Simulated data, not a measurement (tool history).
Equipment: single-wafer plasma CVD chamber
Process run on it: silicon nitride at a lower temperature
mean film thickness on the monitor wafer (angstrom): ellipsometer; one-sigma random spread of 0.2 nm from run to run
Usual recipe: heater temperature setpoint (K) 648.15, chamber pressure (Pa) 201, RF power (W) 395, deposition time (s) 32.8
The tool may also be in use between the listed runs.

run	hour	heater temperature setpoint (K)	chamber pressure (Pa)	RF power (W)	deposition time (s)	read-back reference wafer on the same gauge, thickness_nm	mean film thickness on the monitor wafer (angstrom)
1	0	648.15	201	395	32.8	45.674	436.88
2	23.5	648.15	201	395	32.8	45.736	434.61
3	94.1	648.15	201	375	32.8	45.663	428.36
4	146.8	648.15	201	395	32.8	45.694	433.72
5	171.7	648.15	201	395	32.8	45.632	437.35
6	230	648.15	201	395	32.8	45.62	431.77
7	295.8	648.15	219	365	29.1	45.686	385.13
# hour 330: thermocouple changed; heater temperature recalibrated
8	355.7	648.15	153	350	32.8	45.68	375.91
9	404.4	637.15	201	465	36.1	45.699	506.67
10	433	644.15	201	420	32.8	45.72	442.87
# hour 449.4: gauge calibrated
11	465.5	648.15	201	395	32.8	45.726	432.22
12	497.8	660.15	201	395	28.2	45.695	365.4
# hour 672.5: capacitance manometer re-zeroed and calibrated
13	673	648.15	201	395	32.8	45.681	427.63
14	727.5	648.15	201	420	35.2	45.777	472.79
15	777	648.15	201	395	28.9	45.748	375.38
16	823.9	648.15	201	340	28	45.701	344.88
17	853.3	636.15	201	395	32.8	45.705	430.69
18	894.3	648.15	201	395	32.8	45.682	429.26
19	920.4	648.15	201	395	38.9	45.669	506.88

Run 20 is up next; what results do you expect?
20	954.1	648.15	171	395	35.6	?	?

Run 20 measured read-back reference wafer on the same gauge, thickness_nm 45.709, mean film thickness on the monitor wafer (angstrom) 440.03.
If the tool had no hidden condition, the same run with the same run-to-run variation would have returned mean film thickness on the monitor wafer (angstrom) 451.09.
